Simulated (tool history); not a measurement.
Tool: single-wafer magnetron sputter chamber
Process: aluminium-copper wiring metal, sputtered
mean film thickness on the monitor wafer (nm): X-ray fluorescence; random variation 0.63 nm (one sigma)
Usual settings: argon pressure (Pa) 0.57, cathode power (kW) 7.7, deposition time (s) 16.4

run	hour	argon pressure (Pa)	cathode power (kW)	deposition time (s)	read-back reference wafer on the same gauge, thickness_nm	mean film thickness on the monitor wafer (nm)
1	0	0.57	7.7	16.4	237.815	217.094
2	105	0.57	7.7	16.4	238.159	217.096
# hour 161.6: sputter target and shields replaced
3	170.1	0.57	7.7	16.4	237.91	217.3
4	229.3	0.57	7.7	16.4	238.264	215.6
5	286.8	0.51	7.7	16.4	237.859	223.385
6	352.3	0.51	7.7	16.4	238.04	224.505
# hour 395: gauge calibrated
# hour 404.5: capacitance manometer re-zeroed and calibrated
7	449	0.51	7.7	16.4	237.921	228.529
# hour 534.3: sputter target and shields replaced
8	544.9	0.414	7.3	16.4	238.186	229.187
9	582.7	0.658	7.7	16.4	237.963	216.493
# hour 638.5: capacitance manometer re-zeroed and calibrated, repeated, since the last time left the tool worse
10	639	0.57	8.9	13.3	237.912	197.186
# hour 686: magnet pack replaced
11	712.3	0.655	7.7	16.4	238.032	202.143
12	802.9	0.57	7.7	18.1	238.023	233.422
# hour 877.2: sputter target and shields replaced
13	904.1	0.57	7.7	16.4	238.022	212.715
14	976.7	0.425	7.7	17.9	237.657	252.34
15	1050.1	0.57	7.7	15.3	237.893	198.258
16	1108.9	0.57	7.7	16.4	237.828	214.276
# hour 1200.8: sputter target and shields replaced
17	1201.3	0.674	7	18.2	237.885	204.54
18	1258.7	0.411	7.7	16.4	238.092	235.308

5 ways to go on from here, each from the tool as it stands after run 18. What would each give?
A	1259.1	0.727	7.7	16.4	?	?
B	1259.1	0.643	7.7	18.8	?	?
C	1259.1	0.486	7.7	18	?	?
D	1259.1	0.509	7.7	18.5	?	?
E	1259.1	0.57	7	17.9	?	?

run	read-back reference wafer on the same gauge, thickness_nm	mean film thickness on the monitor wafer (nm)
A	237.885	196.888
B	237.885	236.107
C	237.885	246.498
D	237.885	250.106
E	237.885	212.68
Without the tool's hidden state the same runs would have given:
run	mean film thickness on the monitor wafer (nm)
A	191.557
B	230.427
C	242.056
D	245.37
E	208.147
